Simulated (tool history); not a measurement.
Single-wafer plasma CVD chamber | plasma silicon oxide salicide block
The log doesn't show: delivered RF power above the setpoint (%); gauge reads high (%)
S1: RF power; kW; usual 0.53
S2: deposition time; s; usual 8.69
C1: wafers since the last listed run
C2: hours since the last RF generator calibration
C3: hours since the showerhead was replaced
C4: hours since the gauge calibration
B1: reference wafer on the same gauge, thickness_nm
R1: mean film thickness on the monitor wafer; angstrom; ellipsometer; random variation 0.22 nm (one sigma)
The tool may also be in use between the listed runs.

| run | day | S1 | S2 | C1 | C2 | C3 | C4 | B1 | R1 |
|---|---|---|---|---|---|---|---|---|---|
| 1 | 0 | 0.595 | 9.76 | 0 | 939.4 | 2180.4 | 1013.3 | 97.957 | 985.37 |
| 2 | 2.596 | 0.595 | 9.76 | 1704 | 1001.7 | 2242.7 | 1075.6 | 97.929 | 985.36 |
| 3 | 5.804 | 0.595 | 9.76 | 2106 | 1078.7 | 2319.7 | 1152.6 | 97.84 | 981.6 |
| 4 | 9.067 | 0.53 | 7.52 | 2141 | 1157 | 2398 | 1230.9 | 97.89 | 728.09 |
| 5 | 10.683 | 0.53 | 7.52 | 1061 | 1195.8 | 2436.8 | 1269.7 | 97.885 | 729.71 |
| 6 | 13.371 | 0.53 | 7.52 | 1764 | 1260.3 | 2501.3 | 1334.2 | 97.92 | 731.01 |
| 7 | 14.883 | 0.53 | 8.3 | 992 | 1296.6 | 2537.6 | 1370.5 | 97.915 | 800.36 |
| 8 | 16.783 | 0.53 | 9.71 | 1247 | 1342.2 | 2583.2 | 1416.1 | 97.926 | 940.07 |
| 9 | 18.588 | 0.53 | 9.71 | 1184 | 1385.5 | 2626.5 | 1459.4 | 97.818 | 944.1 |
| 10 | 21.679 | 0.53 | 9.71 | 2029 | 1459.7 | 2700.7 | 1533.6 | 97.974 | 941.28 |
| 11 | 24.146 | 0.58 | 8.69 | 1619 | 1518.9 | 2759.9 | 1592.8 | 97.95 | 865.78 |
| 12 | 27.512 | 0.475 | 8.69 | 2210 | 1599.7 | 2840.7 | 1673.6 | 97.927 | 815.9 |
| 13 | 38.617 | 0.53 | 8.69 | 7289 | 1866.2 | 3107.2 | 1940.1 | 97.941 | 838.37 |
|  | 39.554 | RF generator calibrated |
| 14 | 42.983 | 0.53 | 8.69 | 2647 | 82.3 | 3212 | 2044.9 | 98.056 | 857.9 |
| 15 | 47.35 | 0.56 | 8.69 | 2866 | 187.1 | 3316.8 | 2149.7 | 97.838 | 870.95 |
| 16 | 49.596 | 0.56 | 8.69 | 1474 | 241 | 3370.7 | 2203.6 | 97.861 | 870.84 |
| 17 | 53.996 | 0.57 | 8.69 | 2888 | 346.6 | 3476.3 | 2309.2 | 97.899 | 871.95 |
| 18 | 57.104 | 0.57 | 8.69 | 2040 | 421.2 | 3550.9 | 2383.8 | 97.831 | 868.41 |
| 19 | 61.258 | 0.465 | 7.62 | 2727 | 520.9 | 3650.6 | 2483.5 | 97.809 | 714.34 |
| 20 | 65.208 | 0.53 | 8.69 | 2593 | 615.7 | 3745.4 | 2578.3 | 97.947 | 843.48 |
| 21 | 69.579 | 0.53 | 9.78 | 2869 | 720.6 | 3850.3 | 2683.2 | 97.908 | 953.47 |
| 22 | 71.729 | 0.475 | 8.69 | 1411 | 772.2 | 3901.9 | 2734.8 | 97.902 | 817.33 |
|  | 74.717 | showerhead replaced |
| 23 | 75.788 | 0.615 | 9.16 | 2445 | 869.6 | 25.7 | 2832.2 | 97.885 | 937.92 |
| 24 | 80.133 | 0.44 | 8.69 | 2853 | 973.9 | 130 | 2936.5 | 97.967 | 793.27 |
| 25 | 84.3 | 0.425 | 8.69 | 2735 | 1073.9 | 230 | 3036.5 | 97.927 | 786.01 |
| 26 | 86.483 | 0.425 | 8.69 | 1433 | 1126.3 | 282.4 | 3088.9 | 98.056 | 782.52 |
|  | 93.175 | gauge calibrated |
| 27 | 96.229 | 0.625 | 9.69 | 6398 | 1360.2 | 516.3 | 73.3 | 97.939 | 994.04 |
| 28 | 98.588 | 0.53 | 9.55 | 1548 | 1416.8 | 572.9 | 129.9 | 97.919 | 928.66 |
| 29 | 101.258 | 0.53 | 8.69 | 1753 | 1480.9 | 637 | 194 | 97.888 | 846.38 |
| 30 | 103.392 | 0.53 | 8.69 | 1400 | 1532.1 | 688.2 | 245.2 | 97.85 | 839.34 |
| 31 | 105.975 | 0.53 | 9.71 | 1695 | 1594.1 | 750.2 | 307.2 | 97.912 | 940.41 |
| 32 | 108.946 | 0.425 | 7.24 | 1950 | 1665.4 | 821.5 | 378.5 | 97.924 | 652.3 |
| 33 | 112.104 | 0.63 | 10 | 2073 | 1741.2 | 897.3 | 454.3 | 97.801 | 1023.63 |
| 34 | 114.692 | 0.53 | 8.69 | 1698 | 1803.3 | 959.4 | 516.4 | 97.927 | 840.6 |
| 35 | 118.708 | 0.53 | 9.36 | 2636 | 1899.7 | 1055.8 | 612.8 | 97.841 | 905.58 |
| 36 | 120.917 | 0.44 | 7.54 | 1449 | 1952.7 | 1108.8 | 665.8 | 98.018 | 686.78 |
| 37 | 124.5 | 0.63 | 8.69 | 2352 | 2038.7 | 1194.8 | 751.8 | 97.902 | 891.53 |
| 38 | 127.033 | 0.585 | 10.37 | 1663 | 2099.5 | 1255.6 | 812.6 | 97.923 | 1038.18 |

How the hidden state differs across the entries between the runs, from the last listed run before each to the first after it:
Between runs 13 and 14: RF generator calibrated (day 39.554)
  delivered RF power above the setpoint (%): -6.81 -> -1.06
  measured less the result without the state, R1: -19.53 -> -3 angstrom
Between runs 22 and 23: showerhead replaced (day 74.717)
  delivered RF power above the setpoint (%): -4.86 -> -5.16
  measured less the result without the state, R1: -13.39 -> -16.36 angstrom
Between runs 26 and 27: gauge calibrated (day 93.175)
  delivered RF power above the setpoint (%): -5.79 -> -6.2
  measured less the result without the state, R1: -15.39 -> -20.99 angstrom

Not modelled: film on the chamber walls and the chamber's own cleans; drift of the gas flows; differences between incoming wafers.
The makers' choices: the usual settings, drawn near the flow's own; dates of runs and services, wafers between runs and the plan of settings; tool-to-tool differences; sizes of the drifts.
